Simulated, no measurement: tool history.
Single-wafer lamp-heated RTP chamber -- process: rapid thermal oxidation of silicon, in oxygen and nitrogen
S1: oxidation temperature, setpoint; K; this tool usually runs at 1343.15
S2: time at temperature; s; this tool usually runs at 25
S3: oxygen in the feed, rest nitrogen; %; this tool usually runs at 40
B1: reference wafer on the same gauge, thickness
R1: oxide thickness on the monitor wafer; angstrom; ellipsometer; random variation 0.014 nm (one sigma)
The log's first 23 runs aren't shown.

| run | day | S1 | S2 | S3 | B1 | R1 |
|---|---|---|---|---|---|---|
| 24 | 54.354 | 1343.15 | 22 | 17 | 4.580 | 32.98 |
| 25 | 56.588 | 1343.15 | 25 | 40 | 4.582 | 45.60 |
|  | 57.100 | pyrometer window cleaned and pyrometer calibrated |
| 26 | 58.446 | 1343.15 | 25 | 40 | 4.580 | 44.28 |
| 27 | 61.146 | 1365.15 | 17 | 40 | 4.580 | 44.05 |
| 28 | 63.075 | 1343.15 | 25 | 40 | 4.586 | 44.72 |
| 29 | 65.512 | 1319.15 | 16 | 57 | 4.584 | 36.27 |
| 30 | 67.238 | 1318.15 | 33 | 17 | 4.585 | 32.68 |
| 31 | 68.538 | 1323.15 | 37 | 67 | 4.587 | 55.49 |
| 32 | 70.738 | 1343.15 | 35 | 60 | 4.571 | 59.64 |
| 33 | 72.412 | 1343.15 | 17 | 63 | 4.578 | 44.92 |
| 34 | 73.846 | 1343.15 | 25 | 40 | 4.588 | 45.23 |
| 35 | 75.783 | 1343.15 | 25 | 40 | 4.582 | 45.30 |
| 36 | 78.308 | 1343.15 | 32 | 68 | 4.575 | 60.55 |
| 37 | 79.354 | 1343.15 | 25 | 40 | 4.579 | 45.54 |

Below are 5 alternative next runs, each starting from the tool's condition after run 37. Predict each:
| A | 79.375 | 1343.15 | 25 | 40 | ? | ? |
| B | 79.375 | 1373.15 | 25 | 57 | ? | ? |
| C | 79.375 | 1360.15 | 25 | 64 | ? | ? |
| D | 79.375 | 1319.15 | 13 | 52 | ? | ? |
| E | 79.375 | 1343.15 | 34 | 40 | ? | ? |

| run | B1 | R1 |
|---|---|---|
| A | 4.584 | 45.58 |
| B | 4.584 | 62.32 |
| C | 4.584 | 59.80 |
| D | 4.584 | 33.25 |
| E | 4.584 | 51.80 |
Without the tool's unlogged condition, the same runs would have read:
| run | R1 |
|---|---|
| A | 44.23 |
| B | 60.52 |
| C | 58.03 |
| D | 32.33 |
| E | 50.25 |

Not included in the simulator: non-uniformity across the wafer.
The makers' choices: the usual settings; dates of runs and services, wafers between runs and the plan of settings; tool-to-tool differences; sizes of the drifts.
